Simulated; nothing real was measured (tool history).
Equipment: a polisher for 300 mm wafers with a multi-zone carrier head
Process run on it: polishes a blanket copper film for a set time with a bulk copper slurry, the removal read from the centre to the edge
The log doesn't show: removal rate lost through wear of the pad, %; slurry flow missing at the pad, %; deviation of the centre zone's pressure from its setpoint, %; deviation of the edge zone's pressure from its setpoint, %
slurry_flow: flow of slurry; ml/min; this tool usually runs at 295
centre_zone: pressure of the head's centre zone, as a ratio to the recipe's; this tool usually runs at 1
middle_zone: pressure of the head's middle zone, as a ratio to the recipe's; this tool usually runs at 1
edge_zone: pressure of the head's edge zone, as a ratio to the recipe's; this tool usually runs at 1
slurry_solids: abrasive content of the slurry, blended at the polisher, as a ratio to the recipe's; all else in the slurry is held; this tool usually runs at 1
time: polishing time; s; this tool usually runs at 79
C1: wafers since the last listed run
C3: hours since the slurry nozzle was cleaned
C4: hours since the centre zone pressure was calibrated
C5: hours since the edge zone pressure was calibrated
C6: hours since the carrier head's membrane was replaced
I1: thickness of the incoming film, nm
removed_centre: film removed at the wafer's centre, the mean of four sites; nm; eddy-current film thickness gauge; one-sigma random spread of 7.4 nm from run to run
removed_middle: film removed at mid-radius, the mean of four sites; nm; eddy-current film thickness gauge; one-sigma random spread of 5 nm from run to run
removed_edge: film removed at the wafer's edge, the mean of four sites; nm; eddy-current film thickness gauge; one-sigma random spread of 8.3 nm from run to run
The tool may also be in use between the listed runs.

{"run": 1, "hour": 0.0, "slurry_flow": 295, "centre_zone": 1, "middle_zone": 1, "edge_zone": 1, "slurry_solids": 1, "time": 79, "C1": 0, "wafers polished on this pad": 361, "C3": 974.2, "C4": 903.4, "C5": 528, "C6": 391.3, "I1": 3753.9, "removed_centre": 726.8, "removed_middle": 740.5, "removed_edge": 756.3}
{"hour": 8.6, "done": "slurry nozzle cleaned"}
{"hour": 11.3, "done": "edge zone pressure recalibrated"}
{"run": 2, "hour": 27.7, "slurry_flow": 395, "centre_zone": 0.9, "middle_zone": 1.12, "edge_zone": 1, "slurry_solids": 1, "time": 79, "C1": 174, "wafers polished on this pad": 535, "C3": 19.1, "C4": 931.1, "C5": 16.4, "C6": 419, "I1": 3651.4, "removed_centre": 707.9, "removed_middle": 820, "removed_edge": 765.7}
{"run": 3, "hour": 56.3, "slurry_flow": 295, "centre_zone": 1, "middle_zone": 1, "edge_zone": 1, "slurry_solids": 0.9, "time": 100, "C1": 202, "wafers polished on this pad": 738, "C3": 47.7, "C4": 959.7, "C5": 45, "C6": 447.6, "I1": 3754.6, "removed_centre": 935.7, "removed_middle": 917.8, "removed_edge": 956.2}
{"run": 4, "hour": 85.7, "slurry_flow": 220, "centre_zone": 0.9, "middle_zone": 1, "edge_zone": 1.03, "slurry_solids": 0.9, "time": 79, "C1": 208, "wafers polished on this pad": 946, "C3": 77.1, "C4": 989.1, "C5": 74.4, "C6": 477, "I1": 3696, "removed_centre": 663.2, "removed_middle": 701.3, "removed_edge": 743.3}
{"run": 5, "hour": 123.8, "slurry_flow": 215, "centre_zone": 1, "middle_zone": 1, "edge_zone": 1, "slurry_solids": 1.15, "time": 88, "C1": 269, "wafers polished on this pad": 1215, "C3": 115.2, "C4": 1027.2, "C5": 112.5, "C6": 515.1, "I1": 3732.3, "removed_centre": 822.7, "removed_middle": 823.4, "removed_edge": 865.1}
{"hour": 149.4, "done": "carrier head's membrane replaced by a new one"}
{"run": 6, "hour": 152.2, "slurry_flow": 295, "centre_zone": 1, "middle_zone": 1, "edge_zone": 0.9, "slurry_solids": 0.8, "time": 59, "C1": 165, "wafers polished on this pad": 1381, "C3": 143.6, "C4": 1055.6, "C5": 140.9, "C6": 2.8, "I1": 3760.6, "removed_centre": 537.5, "removed_middle": 528.3, "removed_edge": 520.2}
{"hour": 158.0, "done": "centre zone pressure recalibrated"}
{"run": 7, "hour": 183.0, "slurry_flow": 345, "centre_zone": 1, "middle_zone": 1, "edge_zone": 0.89, "slurry_solids": 1.2, "time": 91, "C1": 203, "wafers polished on this pad": 1585, "C3": 174.4, "C4": 25, "C5": 171.7, "C6": 33.6, "I1": 3655.5, "removed_centre": 886.3, "removed_middle": 876.5, "removed_edge": 848.1}
{"hour": 195.2, "done": "worn pad replaced by a new one"}
{"run": 8, "hour": 212.0, "slurry_flow": 295, "centre_zone": 1, "middle_zone": 1, "edge_zone": 1, "slurry_solids": 1, "time": 79, "C1": 176, "wafers polished on this pad": 118, "C3": 203.4, "C4": 54, "C5": 200.7, "C6": 62.6, "I1": 3672.3, "removed_centre": 752.7, "removed_middle": 738.2, "removed_edge": 748.7}
{"run": 9, "hour": 224.9, "slurry_flow": 320, "centre_zone": 0.89, "middle_zone": 0.94, "edge_zone": 1, "slurry_solids": 1, "time": 79, "C1": 91, "wafers polished on this pad": 210, "C3": 216.3, "C4": 66.9, "C5": 213.6, "C6": 75.5, "I1": 3761.8, "removed_centre": 686.9, "removed_middle": 700.8, "removed_edge": 752.6}
{"run": 10, "hour": 277.0, "slurry_flow": 235, "centre_zone": 1.1, "middle_zone": 1, "edge_zone": 1, "slurry_solids": 1, "time": 79, "C1": 368, "wafers polished on this pad": 578, "C3": 268.4, "C4": 119, "C5": 265.7, "C6": 127.6, "I1": 3756.1, "removed_centre": 782, "removed_middle": 718.7, "removed_edge": 750.1}
{"run": 11, "hour": 304.1, "slurry_flow": 295, "centre_zone": 1, "middle_zone": 0.88, "edge_zone": 0.89, "slurry_solids": 0.85, "time": 79, "C1": 191, "wafers polished on this pad": 770, "C3": 295.5, "C4": 146.1, "C5": 292.8, "C6": 154.7, "I1": 3718.8, "removed_centre": 710.8, "removed_middle": 649.7, "removed_edge": 705.5}
{"run": 12, "hour": 323.6, "slurry_flow": 295, "centre_zone": 1.04, "middle_zone": 1, "edge_zone": 1.1, "slurry_solids": 0.85, "time": 61, "C1": 137, "wafers polished on this pad": 908, "C3": 315, "C4": 165.6, "C5": 312.3, "C6": 174.2, "I1": 3703.5, "removed_centre": 572.5, "removed_middle": 553.9, "removed_edge": 601.2}
{"run": 13, "hour": 353.4, "slurry_flow": 295, "centre_zone": 1, "middle_zone": 1.05, "edge_zone": 0.91, "slurry_solids": 1, "time": 106, "C1": 210, "wafers polished on this pad": 1119, "C3": 344.8, "C4": 195.4, "C5": 342.1, "C6": 204, "I1": 3757.3, "removed_centre": 982.3, "removed_middle": 1025.6, "removed_edge": 971.6}
{"run": 14, "hour": 382.0, "slurry_flow": 345, "centre_zone": 1.04, "middle_zone": 1, "edge_zone": 1, "slurry_solids": 1, "time": 79, "C1": 202, "wafers polished on this pad": 1321, "C3": 373.4, "C4": 224, "C5": 370.7, "C6": 232.6, "I1": 3682.7, "removed_centre": 777.5, "removed_middle": 739.3, "removed_edge": 771.3}
{"run": 15, "hour": 407.5, "slurry_flow": 295, "centre_zone": 1, "middle_zone": 0.89, "edge_zone": 1.04, "slurry_solids": 1.2, "time": 79, "C1": 180, "wafers polished on this pad": 1502, "C3": 398.9, "C4": 249.5, "C5": 396.2, "C6": 258.1, "I1": 3659.1, "removed_centre": 758.5, "removed_middle": 685.1, "removed_edge": 797.8}
{"run": 16, "hour": 426.0, "slurry_flow": 295, "centre_zone": 1, "middle_zone": 1, "edge_zone": 1, "slurry_solids": 1, "time": 63, "C1": 130, "wafers polished on this pad": 1633, "C3": 417.4, "C4": 268, "C5": 414.7, "C6": 276.6, "I1": 3705.4, "removed_centre": 591, "removed_middle": 584.6, "removed_edge": 616.8}
{"hour": 439.5, "done": "worn pad replaced by a new one"}
{"run": 17, "hour": 507.1, "slurry_flow": 295, "centre_zone": 0.95, "middle_zone": 1, "edge_zone": 1, "slurry_solids": 1, "time": 79, "C1": 545, "wafers polished on this pad": 478, "C3": 498.5, "C4": 349.1, "C5": 495.8, "C6": 357.7, "I1": 3668.2, "removed_centre": 720.8, "removed_middle": 726.2, "removed_edge": 758.6}
{"run": 18, "hour": 535.4, "slurry_flow": 215, "centre_zone": 1, "middle_zone": 1.09, "edge_zone": 1, "slurry_solids": 0.85, "time": 67, "C1": 200, "wafers polished on this pad": 678, "C3": 526.8, "C4": 377.4, "C5": 524.1, "C6": 386, "I1": 3696, "removed_centre": 610.1, "removed_middle": 632.4, "removed_edge": 611.5}
{"run": 19, "hour": 558.1, "slurry_flow": 215, "centre_zone": 1, "middle_zone": 1, "edge_zone": 1, "slurry_solids": 1.15, "time": 88, "C1": 160, "wafers polished on this pad": 839, "C3": 549.5, "C4": 400.1, "C5": 546.8, "C6": 408.7, "I1": 3663.2, "removed_centre": 837.5, "removed_middle": 815, "removed_edge": 859.7}
{"hour": 586.4, "done": "edge zone pressure recalibrated"}
{"run": 20, "hour": 603.6, "slurry_flow": 295, "centre_zone": 1, "middle_zone": 1, "edge_zone": 1, "slurry_solids": 1, "time": 79, "C1": 307, "wafers polished on this pad": 1147, "C3": 595, "C4": 445.6, "C5": 17.2, "C6": 454.2, "I1": 3701.3, "removed_centre": 748.1, "removed_middle": 723.5, "removed_edge": 749.7}

List, for all runs, the conditions of the tool that the log does not record:
removal rate lost through wear of the pad, %: 0 at every run
slurry flow missing at the pad, %: 0 at every run
deviation of the centre zone's pressure from its setpoint, %: 0 at every run
deviation of the edge zone's pressure from its setpoint, %: 0 at every run
